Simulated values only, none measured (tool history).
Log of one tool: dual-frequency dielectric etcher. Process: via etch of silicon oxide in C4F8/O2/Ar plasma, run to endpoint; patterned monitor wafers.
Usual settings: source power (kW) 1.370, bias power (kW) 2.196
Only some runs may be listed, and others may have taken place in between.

| run | day | source power (kW) | bias power (kW) | wafers since the last listed run | hours since the last wet clean | hours since the last source power generator calibration | hours since the last bias power generator calibration | hours since the last upper electrode change | incoming incoming film thickness, nm | endpoint time (s) |
|---|---|---|---|---|---|---|---|---|---|---|
| 1 | 0.000 | 1.370 | 2.196 | 0 | 432.0 | 4406.6 | 1579.2 | 5883.1 | 1263.6 | 252.8 |
| 2 | 0.525 | 1.370 | 2.196 | 52 | 444.6 | 4419.2 | 1591.8 | 5895.7 | 1264.1 | 252.6 |
| 3 | 0.988 | 1.370 | 2.196 | 45 | 455.7 | 4430.3 | 1602.9 | 5906.8 | 1232.8 | 245.2 |
| 4 | 1.342 | 1.370 | 2.196 | 35 | 464.2 | 4438.8 | 1611.4 | 5915.3 | 1259.8 | 250.9 |
| 5 | 1.596 | 1.160 | 2.196 | 25 | 470.3 | 4444.9 | 1617.5 | 5921.4 | 1263.8 | 265.9 |
| 6 | 2.042 | 1.160 | 2.196 | 44 | 481.0 | 4455.6 | 1628.2 | 5932.1 | 1247.6 | 262.8 |
| 7 | 2.638 | 1.160 | 2.196 | 59 | 495.3 | 4469.9 | 1642.5 | 5946.4 | 1254.6 | 265.6 |
| 8 | 3.158 | 1.590 | 2.509 | 51 | 507.8 | 4482.4 | 1655.0 | 5958.9 | 1263.4 | 223.4 |
| 9 | 3.538 | 1.180 | 2.196 | 37 | 516.9 | 4491.5 | 1664.1 | 5968.0 | 1256.9 | 264.6 |
|  | 4.329 | source power generator calibrated |
| 10 | 5.312 | 1.180 | 2.196 | 159 | 559.5 | 23.6 | 1706.7 | 6010.6 | 1263.1 | 264.5 |
| 11 | 5.992 | 1.170 | 2.573 | 67 | 575.8 | 39.9 | 1723.0 | 6026.9 | 1254.7 | 245.4 |
|  | 6.188 | bias power generator calibrated |
| 12 | 6.388 | 1.700 | 1.810 | 22 | 585.3 | 49.4 | 4.8 | 6036.4 | 1259.1 | 246.5 |
|  | 7.650 | wet clean of the chamber |
|  | 7.825 | upper electrode replaced |
| 13 | 7.846 | 1.170 | 2.731 | 28 | 4.7 | 84.4 | 39.8 | 0.5 | 1263.7 | 252.5 |
| 14 | 7.862 | 1.180 | 2.196 | 1 | 5.1 | 84.8 | 40.2 | 0.9 | 1249.5 | 270.7 |
| 15 | 8.050 | 1.070 | 2.008 | 18 | 9.6 | 89.3 | 44.7 | 5.4 | 1260.9 | 292.4 |
| 16 | 8.354 | 1.370 | 1.742 | 30 | 16.9 | 96.6 | 52.0 | 12.7 | 1253.9 | 280.8 |
| 17 | 8.879 | 1.070 | 2.008 | 52 | 29.5 | 109.2 | 64.6 | 25.3 | 1254.2 | 289.9 |
| 18 | 9.604 | 1.590 | 2.509 | 71 | 46.9 | 126.6 | 82.0 | 42.7 | 1255.2 | 230.4 |
| 19 | 10.283 | 1.370 | 2.692 | 67 | 63.2 | 142.9 | 98.3 | 59.0 | 1277.4 | 243.6 |
| 20 | 10.842 | 1.370 | 2.196 | 55 | 76.6 | 156.3 | 111.7 | 72.4 | 1267.0 | 259.6 |

Branching from run 20: 4 alternative next runs. What would each branch give?
| A | 10.862 | 1.370 | 2.732 | 2 | 77.1 | 156.8 | 112.2 | 72.9 | 1256.1 | ? |
| B | 10.862 | 1.190 | 2.196 | 2 | 77.1 | 156.8 | 112.2 | 72.9 | 1256.1 | ? |
| C | 10.862 | 1.220 | 1.988 | 2 | 77.1 | 156.8 | 112.2 | 72.9 | 1256.1 | ? |
| D | 10.862 | 1.160 | 2.604 | 2 | 77.1 | 156.8 | 112.2 | 72.9 | 1256.1 | ? |

| run | endpoint time (s) |
|---|---|
| A | 236.4 |
| B | 270.1 |
| C | 277.9 |
| D | 255.6 |
Without the tool's unlogged condition, the same runs would have read:
| run | endpoint time (s) |
|---|---|
| A | 239.4 |
| B | 273.6 |
| C | 281.5 |
| D | 258.9 |
